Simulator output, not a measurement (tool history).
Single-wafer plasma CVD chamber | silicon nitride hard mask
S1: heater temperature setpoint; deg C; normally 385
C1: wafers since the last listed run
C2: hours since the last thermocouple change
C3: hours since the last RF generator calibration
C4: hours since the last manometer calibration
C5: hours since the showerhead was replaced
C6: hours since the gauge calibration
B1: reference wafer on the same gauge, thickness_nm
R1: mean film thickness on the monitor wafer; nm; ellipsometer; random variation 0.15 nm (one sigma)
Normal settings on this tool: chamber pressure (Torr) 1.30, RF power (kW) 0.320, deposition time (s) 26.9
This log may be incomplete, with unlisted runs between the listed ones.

Run 1, day 0.000: usual settings; C1 0; C2 1060.0; C3 1048.8; C4 282.2; C5 3136.0; C6 1032.1; B1 33.010. Result: R1 28.448 nm.
Run 2, day 2.933: usual settings but chamber pressure (Torr) 1.12; C1 1935; C2 1130.4; C3 1119.2; C4 352.6; C5 3206.4; C6 1102.5; B1 32.829. Result: R1 26.408 nm.
Run 3, day 6.683: usual settings but chamber pressure (Torr) 1.12; C1 2474; C2 1220.4; C3 1209.2; C4 442.6; C5 3296.4; C6 1192.5; B1 32.865. Result: R1 26.216 nm.
At day 7.958: thermocouple changed; heater temperature recalibrated.
Run 4, day 11.096: usual settings; C1 2691; C2 75.3; C3 1315.1; C4 548.5; C5 3402.3; C6 1298.4; B1 32.789. Result: R1 28.359 nm.
Run 5, day 14.262: usual settings but S1 373 deg C; C1 2089; C2 151.3; C3 1391.1; C4 624.5; C5 3478.3; C6 1374.4; B1 32.782. Result: R1 28.453 nm.
Run 6, day 18.042: usual settings but S1 373 deg C; C1 2493; C2 242.0; C3 1481.8; C4 715.2; C5 3569.0; C6 1465.1; B1 32.778. Result: R1 28.427 nm.
Run 7, day 20.538: usual settings; C1 1646; C2 301.9; C3 1541.7; C4 775.1; C5 3628.9; C6 1525.0; B1 32.698. Result: R1 28.197 nm.
At day 20.946: capacitance manometer re-zeroed and calibrated.
Run 8, day 24.104: usual settings; C1 2133; C2 387.5; C3 1627.3; C4 75.8; C5 3714.5; C6 1610.6; B1 32.642. Result: R1 27.950 nm.
At day 26.179: RF generator calibrated.
Run 9, day 27.629: usual settings; C1 2105; C2 472.1; C3 34.8; C4 160.4; C5 3799.1; C6 1695.2; B1 32.550. Result: R1 28.083 nm.
Run 10, day 29.179: usual settings; C1 1022; C2 509.3; C3 72.0; C4 197.6; C5 3836.3; C6 1732.4; B1 32.571. Result: R1 27.911 nm.
Run 11, day 32.821: usual settings; C1 2402; C2 596.7; C3 159.4; C4 285.0; C5 3923.7; C6 1819.8; B1 32.478. Result: R1 27.959 nm.
Run 12, day 35.196: usual settings but deposition time (s) 25.8; C1 1566; C2 653.7; C3 216.4; C4 342.0; C5 3980.7; C6 1876.8; B1 32.510. Result: R1 26.897 nm.
Run 13, day 41.946: usual settings but S1 376 deg C, RF power (kW) 0.270; C1 4453; C2 815.7; C3 378.4; C4 504.0; C5 4142.7; C6 2038.8; B1 32.436. Result: R1 23.876 nm.
Run 14, day 45.638: usual settings but S1 391 deg C, chamber pressure (Torr) 1.56, RF power (kW) 0.355, deposition time (s) 30.5; C1 2435; C2 904.3; C3 467.0; C4 592.6; C5 4231.3; C6 2127.4; B1 32.403. Result: R1 37.315 nm.
Run 15, day 48.588: usual settings but S1 390 deg C, chamber pressure (Torr) 1.48, RF power (kW) 0.255, deposition time (s) 24.4; C1 1946; C2 975.1; C3 537.8; C4 663.4; C5 4302.1; C6 2198.2; B1 32.376. Result: R1 21.378 nm.
Run 16, day 57.550: usual settings but S1 392 deg C, RF power (kW) 0.350; C1 5912; C2 1190.2; C3 752.9; C4 878.5; C5 4517.2; C6 2413.3; B1 32.183. Result: R1 30.038 nm.
Run 17, day 59.517: usual settings but S1 389 deg C, RF power (kW) 0.375; C1 1297; C2 1237.4; C3 800.1; C4 925.7; C5 4564.4; C6 2460.5; B1 32.168. Result: R1 31.527 nm.
At day 61.746: capacitance manometer re-zeroed and calibrated.
At day 61.842: thermocouple changed; heater temperature recalibrated.
At day 62.896: showerhead replaced.
Run 18, day 63.217: usual settings but RF power (kW) 0.265, deposition time (s) 30.0; C1 1939; C2 33.0; C3 888.9; C4 35.3; C5 7.7; C6 2549.3; B1 32.076. Result: R1 25.674 nm.
At day 64.221: gauge calibrated.
Run 19, day 64.783: usual settings but RF power (kW) 0.380; C1 1033; C2 70.6; C3 926.5; C4 72.9; C5 45.3; C6 13.5; B1 33.780. Result: R1 33.421 nm.
Run 20, day 66.983: usual settings; C1 1451; C2 123.4; C3 979.3; C4 125.7; C5 98.1; C6 66.3; B1 33.633. Result: R1 28.825 nm.
Run 21, day 70.358: usual settings; C1 2226; C2 204.4; C3 1060.3; C4 206.7; C5 179.1; C6 147.3; B1 33.618. Result: R1 28.854 nm.
Run 22, day 72.979: usual settings but S1 375 deg C, chamber pressure (Torr) 1.42, RF power (kW) 0.375, deposition time (s) 24.2; C1 1729; C2 267.3; C3 1123.2; C4 269.6; C5 242.0; C6 210.2; B1 33.526. Result: R1 31.049 nm.
Run 23, day 74.879: usual settings but chamber pressure (Torr) 1.18, deposition time (s) 22.2; C1 1253; C2 312.9; C3 1168.8; C4 315.2; C5 287.6; C6 255.8; B1 33.594. Result: R1 22.754 nm.
Run 24, day 79.162: usual settings; C1 2825; C2 415.7; C3 1271.6; C4 418.0; C5 390.4; C6 358.6; B1 33.514. Result: R1 28.810 nm.
Run 25, day 82.858: usual settings but S1 395 deg C, RF power (kW) 0.285; C1 2438; C2 504.4; C3 1360.3; C4 506.7; C5 479.1; C6 447.3; B1 33.391. Result: R1 25.835 nm.
At day 83.304: RF generator calibrated.
Run 26, day 84.492: usual settings but S1 389 deg C; C1 857; C2 543.6; C3 28.5; C4 545.9; C5 518.3; C6 486.5; B1 33.407. Result: R1 28.707 nm.
Run 27, day 86.379: usual settings; C1 1245; C2 588.9; C3 73.8; C4 591.2; C5 563.6; C6 531.8; B1 33.358. Result: R1 28.803 nm.

Branching from run 27: 5 alternative next runs. What would each branch give?
Run A, day 86.396: usual settings; C1 10; C2 589.3; C3 74.2; C4 591.6; C5 564.0; C6 532.2; B1 ?. Result: R1 ?.
Run B, day 86.396: usual settings but S1 372 deg C, chamber pressure (Torr) 1.16, RF power (kW) 0.350, deposition time (s) 24.9; C1 10; C2 589.3; C3 74.2; C4 591.6; C5 564.0; C6 532.2; B1 ?. Result: R1 ?.
Run C, day 86.396: usual settings but S1 393 deg C, chamber pressure (Torr) 1.42, RF power (kW) 0.375, deposition time (s) 29.5; C1 10; C2 589.3; C3 74.2; C4 591.6; C5 564.0; C6 532.2; B1 ?. Result: R1 ?.
Run D, day 86.396: usual settings but chamber pressure (Torr) 1.54, RF power (kW) 0.285, deposition time (s) 29.9; C1 10; C2 589.3; C3 74.2; C4 591.6; C5 564.0; C6 532.2; B1 ?. Result: R1 ?.
Run E, day 86.396: usual settings but deposition time (s) 22.2; C1 10; C2 589.3; C3 74.2; C4 591.6; C5 564.0; C6 532.2; B1 ?. Result: R1 ?.

run      B1      R1
  A  33.455  28.724
  B  33.455  27.234
  C  33.455  37.186
  D  33.455  30.872
  E  33.455  23.717
The same runs, with their run-to-run variation unchanged, on a tool lacking any hidden condition would have given:
run      R1
  A  28.908
  B  27.409
  C  37.424
  D  31.070
  E  23.868

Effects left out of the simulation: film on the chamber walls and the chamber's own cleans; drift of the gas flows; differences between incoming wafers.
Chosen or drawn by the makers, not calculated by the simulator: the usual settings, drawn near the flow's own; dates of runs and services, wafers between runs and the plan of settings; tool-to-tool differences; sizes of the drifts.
